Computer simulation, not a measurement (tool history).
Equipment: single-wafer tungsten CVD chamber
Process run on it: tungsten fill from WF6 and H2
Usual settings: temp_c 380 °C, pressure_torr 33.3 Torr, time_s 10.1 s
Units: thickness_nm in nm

run,hour,temp_c,pressure_torr,time_s,wafers since the last listed run,hours since the last thermocouple change,hours since the last manometer calibration,hours since the showerhead was replaced,hours since the gauge calibration,"read-back reference wafer on the same gauge, thickness_nm",thickness_nm
1,0,380,33.3,9,0,1794.8,849.6,7621.4,819.7,17.39,18.722
2,40.2,380,33.3,10.1,1211,1835,889.8,7661.6,859.9,17.408,21.204
3,109.3,380,33.3,10.1,2083,1904.1,958.9,7730.7,929,17.415,21.321
4,153.6,380,33.3,10.1,1335,1948.4,1003.2,7775,973.3,17.412,21.278
5,202.1,380,33.3,10.1,1462,1996.9,1051.7,7823.5,1021.8,17.424,21.135
6,248.8,380,33.3,10.1,1407,2043.6,1098.4,7870.2,1068.5,17.395,21.08
7,316.1,380,33.3,10.1,2028,2110.9,1165.7,7937.5,1135.8,17.393,21.202
8,423.5,380,33.3,10.1,3237,2218.3,1273.1,8044.9,1243.2,17.403,21.143
9,499.2,380,33.3,10.1,2282,2294,1348.8,8120.6,1318.9,17.36,21.1
10,555.2,380,33.3,10.1,1688,2350,1404.8,8176.6,1374.9,17.374,21.145
# hour 578.9: gauge calibrated
11,662.3,380,33.3,10.1,3228,2457.1,1511.9,8283.7,83.4,17.402,21.122
12,760.1,380,33.3,10.1,2948,2554.9,1609.7,8381.5,181.2,17.388,21.129
13,811.9,380,33.3,10.1,1561,2606.7,1661.5,8433.3,233,17.425,21.27
14,850.9,380,33.3,10.1,1175,2645.7,1700.5,8472.3,272,17.399,21.107
# hour 886: showerhead replaced
15,901.1,380,33.3,11.5,1272,2695.9,1750.7,15.1,322.2,17.4,24.011
16,956.1,380,33.3,9.3,1658,2750.9,1805.7,70.1,377.2,17.407,19.441
17,1040.3,380,33.3,9.3,2538,2835.1,1889.9,154.3,461.4,17.413,19.321
18,1116.1,380,33.3,10.1,2285,2910.9,1965.7,230.1,537.2,17.394,21.074
19,1212.6,366,33.3,9,2909,3007.4,2062.2,326.6,633.7,17.38,14.493
20,1310.6,368,41.1,11.9,2954,3105.4,2160.2,424.6,731.7,17.381,22.258
21,1379.5,380,30.9,10.1,2077,3174.3,2229.1,493.5,800.6,17.406,20.392
22,1469.9,380,37.5,10.1,2725,3264.7,2319.5,583.9,891,17.406,22.467
# hour 1482.8: thermocouple changed; heater temperature recalibrated
# hour 1549.7: capacitance manometer re-zeroed and calibrated
23,1550.2,386,37.6,10.1,1938,67.4,0.5,664.2,971.3,17.428,23.909
24,1656.5,380,33.3,10.1,3204,173.7,106.8,770.5,1077.6,17.402,20.391
25,1759.6,367,31.1,10.1,3108,276.8,209.9,873.6,1180.7,17.385,15.452
26,1819.7,367,37.7,10.1,1811,336.9,270,933.7,1240.8,17.382,16.99
27,1894.2,380,29.3,10.1,2245,411.4,344.5,1008.2,1315.3,17.41,19.173
# hour 1910.6: gauge calibrated
28,1983.3,380,33.3,10.1,2686,500.5,433.6,1097.3,72.7,17.387,20.616
29,2061,373,27.6,9.4,2342,578.2,511.3,1175,150.4,17.407,15.282
30,2110.7,380,33.3,10.1,1498,627.9,561,1224.7,200.1,17.404,20.562
31,2296.3,380,38.2,10.1,5595,813.5,746.6,1410.3,385.7,17.418,22.193
32,2344,393,28.1,11.5,1438,861.2,794.3,1458,433.4,17.391,27.127
33,2439.8,380,36.3,10.1,2888,957,890.1,1553.8,529.2,17.386,21.815
34,2493.2,380,33.3,10.1,1609,1010.4,943.5,1607.2,582.6,17.404,20.6
35,2574.2,366,28.9,11.9,2441,1091.4,1024.5,1688.2,663.6,17.397,17.562

List, for all runs, the conditions of the tool that the log does not record:
gauge reads high (%): 0 on each run
H1: wafer temperature above the value expected at the setpoint (K)
H2: true pressure above the setpoint (%)
run,H1,H2
1,3.56,-1.19
2,3.58,-1.25
3,3.62,-1.34
4,3.64,-1.41
5,3.66,-1.48
6,3.68,-1.54
7,3.71,-1.64
8,3.75,-1.79
9,3.78,-1.9
10,3.8,-1.98
11,3.83,-2.13
12,3.86,-2.27
13,3.87,-2.34
14,3.88,-2.4
15,3.89,-2.47
16,3.91,-2.54
17,3.92,-2.66
18,3.94,-2.77
19,3.95,-2.91
20,3.97,-3.05
21,3.98,-3.14
22,3.99,-3.27
23,0.557,-0.0524
24,0.885,-0.203
25,1.17,-0.349
26,1.32,-0.435
27,1.5,-0.54
28,1.7,-0.667
29,1.86,-0.777
30,1.95,-0.847
31,2.26,-1.11
32,2.33,-1.18
33,2.47,-1.31
34,2.54,-1.39
35,2.63,-1.5

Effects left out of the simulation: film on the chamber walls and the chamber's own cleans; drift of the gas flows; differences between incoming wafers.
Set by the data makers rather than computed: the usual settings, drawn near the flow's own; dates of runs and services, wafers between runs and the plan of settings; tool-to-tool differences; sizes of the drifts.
